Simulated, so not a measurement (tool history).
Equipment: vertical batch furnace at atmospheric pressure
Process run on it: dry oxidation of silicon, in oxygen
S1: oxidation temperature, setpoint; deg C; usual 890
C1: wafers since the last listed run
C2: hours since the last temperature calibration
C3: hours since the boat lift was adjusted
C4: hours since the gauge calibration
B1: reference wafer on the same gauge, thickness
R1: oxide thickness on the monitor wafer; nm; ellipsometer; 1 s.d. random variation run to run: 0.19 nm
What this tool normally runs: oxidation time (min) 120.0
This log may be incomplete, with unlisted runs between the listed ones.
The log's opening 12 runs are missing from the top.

{"run": 13, "day": 31.658, "S1": 890, "oxidation time (min)": 120.0, "C1": 905, "C2": 759.9, "C3": 4243.6, "C4": 1030.4, "B1": 55.81, "R1": 57.55}
{"run": 14, "day": 32.662, "S1": 890, "oxidation time (min)": 120.0, "C1": 342, "C2": 784.0, "C3": 4267.7, "C4": 1054.5, "B1": 55.79, "R1": 57.89}
{"run": 15, "day": 35.6, "S1": 890, "oxidation time (min)": 120.0, "C1": 1000, "C2": 854.5, "C3": 4338.2, "C4": 1125.0, "B1": 55.8, "R1": 57.93}
{"run": 16, "day": 37.196, "S1": 890, "oxidation time (min)": 120.0, "C1": 543, "C2": 892.8, "C3": 4376.5, "C4": 1163.3, "B1": 55.82, "R1": 58.25}
{"run": 17, "day": 40.112, "S1": 890, "oxidation time (min)": 120.0, "C1": 993, "C2": 962.8, "C3": 4446.5, "C4": 1233.3, "B1": 55.79, "R1": 58.06}
{"run": 18, "day": 41.788, "S1": 908, "oxidation time (min)": 95.0, "C1": 570, "C2": 1003.0, "C3": 4486.7, "C4": 1273.5, "B1": 55.77, "R1": 58.8}
{"run": 19, "day": 47.779, "S1": 908, "oxidation time (min)": 95.0, "C1": 2041, "C2": 1146.8, "C3": 4630.5, "C4": 1417.3, "B1": 55.8, "R1": 59.15}
{"run": 20, "day": 49.012, "S1": 876, "oxidation time (min)": 120.0, "C1": 420, "C2": 1176.4, "C3": 4660.1, "C4": 1446.9, "B1": 55.81, "R1": 54.78}
{"run": 21, "day": 50.108, "S1": 890, "oxidation time (min)": 120.0, "C1": 373, "C2": 1202.7, "C3": 4686.4, "C4": 1473.2, "B1": 55.76, "R1": 57.95}
{"day": 51.933, "done": "boat lift adjusted"}
{"run": 22, "day": 51.954, "S1": 872, "oxidation time (min)": 151.5, "C1": 288, "C2": 1247.0, "C3": 0.5, "C4": 1517.5, "B1": 55.82, "R1": 57.14}

Run 23 has not been measured yet. What should we expect?
{"run": 23, "day": 53.379, "S1": 880, "oxidation time (min)": 154.5, "C1": 485, "C2": 1281.2, "C3": 34.7, "C4": 1551.7, "B1": "?", "R1": "?"}

{"run 23": {"B1": 55.82, "R1": 59.63}}
If the tool had no hidden condition, the same run with the same run-to-run variation would have returned R1 58.45 nm.
